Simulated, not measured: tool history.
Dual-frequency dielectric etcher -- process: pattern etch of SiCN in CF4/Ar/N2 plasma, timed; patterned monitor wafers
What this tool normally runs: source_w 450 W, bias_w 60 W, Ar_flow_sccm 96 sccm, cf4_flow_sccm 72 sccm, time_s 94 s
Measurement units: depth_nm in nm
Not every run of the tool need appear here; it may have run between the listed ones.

| run | hour | source_w | bias_w | Ar_flow_sccm | cf4_flow_sccm | time_s | read-back reference wafer on the same gauge, depth_nm | depth_nm |
|---|---|---|---|---|---|---|---|---|
| 1 | 0 | 450 | 60 | 96 | 72 | 80 | 78.9 | 67.4 |
| 2 | 48 | 450 | 60 | 96 | 72 | 80 | 79 | 68.2 |
|  | 126.4 | wet clean of the chamber |
| 3 | 139.5 | 490 | 60 | 96 | 72 | 94 | 79.2 | 88 |
| 4 | 208 | 490 | 60 | 96 | 72 | 94 | 79.3 | 88.3 |
| 5 | 306.4 | 450 | 48 | 96 | 72 | 94 | 79.4 | 70.6 |
|  | 326.1 | CF4 flow controller replaced |
| 6 | 412.8 | 450 | 48 | 96 | 72 | 94 | 79.5 | 71.9 |
|  | 426 | Ar flow controller replaced |
|  | 476.2 | bias power generator calibrated |
|  | 497.5 | wet clean of the chamber |
| 7 | 498 | 450 | 60 | 96 | 72 | 94 | 79.6 | 80 |
|  | 500.3 | gauge calibrated |
| 8 | 520.7 | 450 | 60 | 96 | 72 | 80 | 77.1 | 66.7 |

For run 9, what comes out?
|  | 544.6 | source power generator calibrated |
| 9 | 614.4 | 450 | 60 | 96 | 72 | 94 | ? | ? |

{"run 9": {"read-back reference wafer on the same gauge, depth_nm": 77.8, "depth_nm": 79.1}}
Had the tool carried no hidden state, the very same run would have given depth_nm 78.2 nm.
